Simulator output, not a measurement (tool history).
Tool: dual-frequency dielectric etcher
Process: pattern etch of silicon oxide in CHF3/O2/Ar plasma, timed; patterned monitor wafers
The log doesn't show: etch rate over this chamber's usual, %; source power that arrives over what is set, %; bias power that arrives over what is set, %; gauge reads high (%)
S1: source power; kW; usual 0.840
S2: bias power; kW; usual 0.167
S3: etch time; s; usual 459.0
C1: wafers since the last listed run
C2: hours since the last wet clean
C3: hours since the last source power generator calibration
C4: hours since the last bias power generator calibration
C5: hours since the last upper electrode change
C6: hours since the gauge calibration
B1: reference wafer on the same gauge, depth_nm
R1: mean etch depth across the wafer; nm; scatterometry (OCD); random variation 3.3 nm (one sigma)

run	hour	S1	S2	S3	C1	C2	C3	C4	C5	C6	B1	R1
1	0.0	0.840	0.167	459.0	0	341.2	767.5	4591.7	4353.0	709.9	900.5	1039.4
2	45.6	0.840	0.167	406.5	197	386.8	813.1	4637.3	4398.6	755.5	900.5	913.5
# hour 101.1: wet clean of the chamber
3	110.5	0.840	0.167	406.5	177	9.4	878.0	4702.2	4463.5	820.4	900.1	933.1
4	389.5	0.700	0.145	459.0	1209	288.4	1157.0	4981.2	4742.5	1099.4	900.2	938.9
# hour 422.4: bias power generator calibrated
5	474.9	0.700	0.145	459.0	352	373.8	1242.4	52.5	4827.9	1184.8	900.1	932.5
# hour 571.7: wet clean of the chamber
6	572.2	0.840	0.167	459.0	317	0.5	1339.7	149.8	4925.2	1282.1	899.9	1052.6
7	637.2	0.840	0.167	459.0	281	65.5	1404.7	214.8	4990.2	1347.1	900.7	1051.6
8	700.2	0.840	0.167	459.0	273	128.5	1467.7	277.8	5053.2	1410.1	900.3	1054.3
# hour 733.7: source power generator calibrated
9	738.0	0.840	0.167	459.0	146	166.3	4.3	315.6	5091.0	1447.9	899.8	1039.4
10	779.0	0.840	0.167	459.0	177	207.3	45.3	356.6	5132.0	1488.9	899.7	1043.6
11	872.9	0.840	0.167	459.0	406	301.2	139.2	450.5	5225.9	1582.8	899.4	1036.2
12	961.0	0.840	0.167	459.0	381	389.3	227.3	538.6	5314.0	1670.9	900.1	1030.4
# hour 1048.3: wet clean of the chamber
13	1054.2	0.780	0.167	361.5	299	5.9	320.5	631.8	5407.2	1764.1	899.7	807.2
# hour 1139.9: gauge calibrated
14	1160.4	0.970	0.191	566.5	460	112.1	426.7	738.0	5513.4	20.5	899.7	1414.1
15	1241.2	0.920	0.126	507.5	350	192.9	507.5	818.8	5594.2	101.3	900.1	1085.4
16	1341.3	0.940	0.142	459.0	433	293.0	607.6	918.9	5694.3	201.4	900.5	1027.1
17	1378.2	0.840	0.167	459.0	159	329.9	644.5	955.8	5731.2	238.3	900.0	1048.6
18	1442.0	1.050	0.137	537.5	276	393.7	708.3	1019.6	5795.0	302.1	899.6	1231.6
# hour 1499.9: upper electrode replaced
# hour 1526.2: wet clean of the chamber
19	1541.1	0.840	0.167	459.0	221	14.9	807.4	1118.7	41.2	401.2	900.1	1061.4
20	1631.2	0.920	0.147	421.5	390	105.0	897.5	1208.8	131.3	491.3	899.4	963.0
21	1685.1	0.840	0.167	459.0	233	158.9	951.4	1262.7	185.2	545.2	899.9	1056.3
22	1740.9	0.840	0.204	459.0	241	214.7	1007.2	1318.5	241.0	601.0	900.5	1125.8
23	1807.8	1.010	0.153	459.0	289	281.6	1074.1	1385.4	307.9	667.9	900.0	1079.3
24	1898.5	0.970	0.193	590.0	393	372.3	1164.8	1476.1	398.6	758.6	900.2	1474.5
# hour 1961.2: wet clean of the chamber
25	1964.9	0.840	0.181	459.0	183	3.7	1231.2	1542.5	465.0	825.0	900.2	1087.6
26	2030.0	1.040	0.179	459.0	282	68.8	1296.3	1607.6	530.1	890.1	899.7	1166.2
27	2121.5	0.980	0.143	570.5	396	160.3	1387.8	1699.1	621.6	981.6	899.8	1312.5
28	2174.8	0.840	0.167	459.0	230	213.6	1441.1	1752.4	674.9	1034.9	899.6	1052.3

Forecast each of these 5 alternatives for the next run:
A	2175.3	0.840	0.167	459.0	2	214.1	1441.6	1752.9	675.4	1035.4	?	?
B	2175.3	0.960	0.133	459.0	2	214.1	1441.6	1752.9	675.4	1035.4	?	?
C	2175.3	0.640	0.186	588.0	2	214.1	1441.6	1752.9	675.4	1035.4	?	?
D	2175.3	0.740	0.209	351.5	2	214.1	1441.6	1752.9	675.4	1035.4	?	?
E	2175.3	0.920	0.195	529.5	2	214.1	1441.6	1752.9	675.4	1035.4	?	?

run	B1	R1
A	900.5	1052.4
B	900.5	1022.8
C	900.5	1281.9
D	900.5	834.9
E	900.5	1317.5
Without the tool's hidden state the same runs would have given:
run	R1
A	1046.7
B	1016.9
C	1275.2
D	830.5
E	1310.5
